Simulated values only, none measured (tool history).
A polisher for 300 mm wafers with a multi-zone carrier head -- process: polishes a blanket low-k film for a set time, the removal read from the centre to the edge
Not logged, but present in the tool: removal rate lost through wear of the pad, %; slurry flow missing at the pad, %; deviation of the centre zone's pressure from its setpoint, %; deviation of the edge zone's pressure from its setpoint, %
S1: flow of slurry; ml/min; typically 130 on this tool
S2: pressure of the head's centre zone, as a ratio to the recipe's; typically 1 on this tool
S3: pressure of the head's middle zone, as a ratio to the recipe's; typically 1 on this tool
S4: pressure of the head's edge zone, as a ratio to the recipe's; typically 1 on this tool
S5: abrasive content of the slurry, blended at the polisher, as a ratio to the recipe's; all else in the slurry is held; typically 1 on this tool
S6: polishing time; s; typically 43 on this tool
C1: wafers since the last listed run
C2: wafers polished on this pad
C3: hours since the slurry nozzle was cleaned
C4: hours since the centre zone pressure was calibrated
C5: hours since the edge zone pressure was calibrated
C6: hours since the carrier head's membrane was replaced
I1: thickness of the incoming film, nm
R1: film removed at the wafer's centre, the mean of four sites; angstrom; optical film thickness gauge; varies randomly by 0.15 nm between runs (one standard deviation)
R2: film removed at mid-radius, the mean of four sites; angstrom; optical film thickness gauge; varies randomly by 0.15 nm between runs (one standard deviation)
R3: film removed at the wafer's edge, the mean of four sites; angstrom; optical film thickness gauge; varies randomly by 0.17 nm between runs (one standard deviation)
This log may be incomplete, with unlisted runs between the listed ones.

Run 1, day 0: usual settings; C1 0; C2 1294; C3 78; C4 156.8; C5 37.5; C6 737.2; I1 623.1. Result: R1 153 angstrom, R2 136 angstrom, R3 134 angstrom.
At day 0.112: carrier head's membrane replaced by a new one.
Run 2, day 2.512: usual settings; C1 918; C2 2212; C3 138.3; C4 217.1; C5 97.8; C6 57.6; I1 612. Result: R1 154 angstrom, R2 137 angstrom, R3 135 angstrom.
At day 3.408: worn pad replaced by a new one.
Run 3, day 5.221: usual settings; C1 972; C2 692; C3 203.3; C4 282.1; C5 162.8; C6 122.6; I1 620.3. Result: R1 154 angstrom, R2 137 angstrom, R3 140 angstrom.
Run 4, day 7.071: usual settings; C1 707; C2 1400; C3 247.7; C4 326.5; C5 207.2; C6 167; I1 622.7. Result: R1 155 angstrom, R2 137 angstrom, R3 134 angstrom.
At day 8.288: centre zone pressure recalibrated.
At day 10.167: worn pad replaced by a new one.
Run 5, day 14.917: usual settings but S5 0.95; C1 2905; C2 1817; C3 436; C4 159.1; C5 395.5; C6 355.3; I1 617.1. Result: R1 146 angstrom, R2 131 angstrom, R3 133 angstrom.
Run 6, day 17.242: usual settings but S5 0.95; C1 889; C2 2706; C3 491.8; C4 214.9; C5 451.3; C6 411.1; I1 622.1. Result: R1 146 angstrom, R2 130 angstrom, R3 131 angstrom.
At day 18.146: worn pad replaced by a new one.
Run 7, day 19.429: usual settings; C1 773; C2 491; C3 544.3; C4 267.4; C5 503.8; C6 463.6; I1 630.2. Result: R1 148 angstrom, R2 137 angstrom, R3 134 angstrom.
Run 8, day 22.083: usual settings but S2 1.09, S6 29 s; C1 1015; C2 1506; C3 608; C4 331.1; C5 567.5; C6 527.3; I1 628. Result: R1 111 angstrom, R2 92 angstrom, R3 93 angstrom.
At day 23.696: carrier head's membrane replaced by a new one.
At day 25.233: edge zone pressure recalibrated.
At day 26.221: worn pad replaced by a new one.
At day 27.3: centre zone pressure recalibrated.
Run 9, day 27.321: usual settings; C1 1796; C2 388; C3 733.7; C4 0.5; C5 50.1; C6 87; I1 623.6. Result: R1 141 angstrom, R2 136 angstrom, R3 138 angstrom.
Run 10, day 28.262: usual settings but S1 150 ml/min, S2 1.04, S4 0.91; C1 360; C2 748; C3 756.3; C4 23.1; C5 72.7; C6 109.6; I1 614. Result: R1 154 angstrom, R2 141 angstrom, R3 134 angstrom.
At day 28.558: slurry nozzle cleaned.
Run 11, day 30.771: usual settings but S4 0.94; C1 943; C2 1692; C3 53.1; C4 83.3; C5 132.9; C6 169.8; I1 621.5. Result: R1 148 angstrom, R2 138 angstrom, R3 132 angstrom.
Run 12, day 32.388: usual settings but S1 110 ml/min, S2 1.1; C1 618; C2 2310; C3 91.9; C4 122.1; C5 171.7; C6 208.6; I1 630.6. Result: R1 158 angstrom, R2 131 angstrom, R3 131 angstrom.
At day 33.538: worn pad replaced by a new one.
Run 13, day 34.854: usual settings but S1 90 ml/min, S2 1.06, S5 1.1; C1 879; C2 503; C3 151.1; C4 181.3; C5 230.9; C6 267.8; I1 606.5. Result: R1 148 angstrom, R2 127 angstrom, R3 134 angstrom.
Run 14, day 37.442: usual settings but S1 100 ml/min, S2 1.09, S3 1.04; C1 989; C2 1492; C3 213.2; C4 243.4; C5 293; C6 329.9; I1 628.5. Result: R1 158 angstrom, R2 129 angstrom, R3 130 angstrom.

4 options for the next run, each taken on its own from the tool as it stands now. Forecast them:
Run A, day 37.458: usual settings but S5 1.15; C1 6; C2 1499; C3 213.6; C4 243.8; C5 293.4; C6 330.3; I1 608.6. Result: R1 ?, R2 ?, R3 ?.
Run B, day 37.458: usual settings but S2 0.9, S6 55 s; C1 6; C2 1499; C3 213.6; C4 243.8; C5 293.4; C6 330.3; I1 608.6. Result: R1 ?, R2 ?, R3 ?.
Run C, day 37.458: usual settings but S1 165 ml/min; C1 6; C2 1499; C3 213.6; C4 243.8; C5 293.4; C6 330.3; I1 608.6. Result: R1 ?, R2 ?, R3 ?.
Run D, day 37.458: usual settings but S1 155 ml/min; C1 6; C2 1499; C3 213.6; C4 243.8; C5 293.4; C6 330.3; I1 608.6. Result: R1 ?, R2 ?, R3 ?.

run   R1   R2   R3
  A  165  145  145
  B  177  173  173
  C  162  142  140
  D  160  140  139
Take away the tool's hidden state, keep each run's random variation, and the runs would have read:
run   R1   R2   R3
  A  147  145  145
  B  157  173  173
  C  145  142  140
  D  143  140  139

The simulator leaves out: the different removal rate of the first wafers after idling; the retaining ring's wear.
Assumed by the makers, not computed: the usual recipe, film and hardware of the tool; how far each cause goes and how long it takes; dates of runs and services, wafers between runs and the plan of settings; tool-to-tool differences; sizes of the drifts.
